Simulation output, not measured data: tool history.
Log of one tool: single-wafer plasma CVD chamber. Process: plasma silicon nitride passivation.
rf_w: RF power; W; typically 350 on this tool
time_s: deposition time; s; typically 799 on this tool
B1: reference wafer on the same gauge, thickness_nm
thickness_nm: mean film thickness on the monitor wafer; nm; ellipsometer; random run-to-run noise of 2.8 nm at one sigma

run 1 hour=0 | rf_w=350 time_s=799 | B1=834.846 | thickness_nm=919.041
run 2 hour=52.5 | rf_w=350 time_s=799 | B1=834.628 | thickness_nm=917.159
run 3 hour=83.2 | rf_w=350 time_s=799 | B1=834.925 | thickness_nm=922.478
run 4 hour=143.3 | rf_w=325 time_s=799 | B1=835.313 | thickness_nm=896.085
run 5 hour=173 | rf_w=350 time_s=799 | B1=835.075 | thickness_nm=915.404
run 6 hour=222.7 | rf_w=350 time_s=799 | B1=834.811 | thickness_nm=916.785
run 7 hour=259.1 | rf_w=350 time_s=799 | B1=835.288 | thickness_nm=915.271
run 8 hour=312.2 | rf_w=350 time_s=799 | B1=835.175 | thickness_nm=909.558
run 9 hour=373.3 | rf_w=375 time_s=861 | B1=834.738 | thickness_nm=1003.768
run 10 hour=439 | rf_w=375 time_s=861 | B1=835.032 | thickness_nm=1008.961
run 11 hour=478.5 | rf_w=395 time_s=914 | B1=835.185 | thickness_nm=1091.549
run 12 hour=527.2 | rf_w=395 time_s=914 | B1=834.784 | thickness_nm=1085.305
run 13 hour=558 | rf_w=395 time_s=914 | B1=835.289 | thickness_nm=1085.118
run 14 hour=700.1 | rf_w=350 time_s=799 | B1=835.356 | thickness_nm=908.547
run 15 hour=751.7 | rf_w=370 time_s=799 | B1=835.064 | thickness_nm=924.948
run 16 hour=784.6 | rf_w=390 time_s=799 | B1=834.891 | thickness_nm=944.326
-- hour=796.9 RF generator calibrated
run 17 hour=828.6 | rf_w=395 time_s=689 | B1=834.943 | thickness_nm=833.43
run 18 hour=881.6 | rf_w=350 time_s=799 | B1=834.943 | thickness_nm=931.373
-- hour=892.8 showerhead replaced
run 19 hour=940.9 | rf_w=370 time_s=650 | B1=834.976 | thickness_nm=772.514
-- hour=988 gauge calibrated
run 20 hour=1000.1 | rf_w=350 time_s=799 | B1=834.802 | thickness_nm=930.3
run 21 hour=1055.6 | rf_w=320 time_s=932 | B1=834.998 | thickness_nm=1050.197
run 22 hour=1122.2 | rf_w=295 time_s=905 | B1=835.351 | thickness_nm=989.236
run 23 hour=1191.7 | rf_w=350 time_s=799 | B1=834.556 | thickness_nm=933.207
run 24 hour=1216.3 | rf_w=280 time_s=672 | B1=834.439 | thickness_nm=719.475
run 25 hour=1243 | rf_w=350 time_s=799 | B1=835.022 | thickness_nm=928.232
run 26 hour=1305 | rf_w=350 time_s=753 | B1=835.229 | thickness_nm=878.315
run 27 hour=1369.7 | rf_w=405 time_s=685 | B1=835.401 | thickness_nm=839.613
run 28 hour=1422.8 | rf_w=405 time_s=862 | B1=835.191 | thickness_nm=1050.626

Subtracting, for every run, the result it would have given without the tool's unlogged condition from the measured result gives the following. The same run-to-run variation enters both numbers; the gauge's scatter may not:
Hidden state at play: delivered RF power above the setpoint (%); gauge reads high (%).
run=1 thickness_nm=-19.315
run=2 thickness_nm=-20.27
run=3 thickness_nm=-20.986
run=4 thickness_nm=-21.553
run=5 thickness_nm=-22.622
run=6 thickness_nm=-23.691
run=7 thickness_nm=-24.427
run=8 thickness_nm=-25.423
run=9 thickness_nm=-29.562
run=10 thickness_nm=-31.395
run=11 thickness_nm=-35.088
run=12 thickness_nm=-36.294
run=13 thickness_nm=-37.197
run=14 thickness_nm=-34.806
run=15 thickness_nm=-36.854
run=16 thickness_nm=-38.569
run=17 thickness_nm=-7.194
run=18 thickness_nm=-8.066
run=19 thickness_nm=-6.74
run=20 thickness_nm=-8.207
run=21 thickness_nm=-9.391
run=22 thickness_nm=-9.029
run=23 thickness_nm=-8.739
run=24 thickness_nm=-6.806
run=25 thickness_nm=-8.882
run=26 thickness_nm=-8.651
run=27 thickness_nm=-8.548
run=28 thickness_nm=-11.016
